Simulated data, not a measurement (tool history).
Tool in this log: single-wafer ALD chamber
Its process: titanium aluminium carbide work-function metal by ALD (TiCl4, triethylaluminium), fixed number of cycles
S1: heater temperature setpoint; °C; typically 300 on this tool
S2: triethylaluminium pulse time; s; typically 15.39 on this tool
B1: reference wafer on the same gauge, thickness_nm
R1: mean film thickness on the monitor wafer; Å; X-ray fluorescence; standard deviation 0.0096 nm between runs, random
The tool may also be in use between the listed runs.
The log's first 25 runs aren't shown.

run 26 hour=683.9 | S1=300 S2=15.39 | B1=2.301 | R1=20.81
run 27 hour=715.3 | S1=300 S2=15.39 | B1=2.304 | R1=20.85
run 28 hour=747.3 | S1=300 S2=11.28 | B1=2.301 | R1=19.04
run 29 hour=781.3 | S1=292 S2=12.97 | B1=2.299 | R1=19.12
run 30 hour=813.8 | S1=300 S2=15.39 | B1=2.299 | R1=20.72
run 31 hour=827.8 | S1=289 S2=12.26 | B1=2.301 | R1=18.20
run 32 hour=842.8 | S1=308 S2=19.95 | B1=2.302 | R1=21.83
run 33 hour=862.4 | S1=314 S2=13.25 | B1=2.302 | R1=21.09
run 34 hour=885.3 | S1=289 S2=10.89 | B1=2.298 | R1=17.00

3 options for the next run, each taken on its own from the tool as it stands now. Forecast them:
run A hour=885.7 | S1=300 S2=15.39 | B1=? | R1=?
run B hour=885.7 | S1=315 S2=15.39 | B1=? | R1=?
run C hour=885.7 | S1=312 S2=18.61 | B1=? | R1=?

run=A B1=2.302 R1=20.48
run=B B1=2.302 R1=22.02
run=C B1=2.302 R1=22.26
Stripped of hidden state, with their random variation kept, the same runs would have yielded:
run=A R1=21.21
run=B R1=22.80
run=C R1=22.57
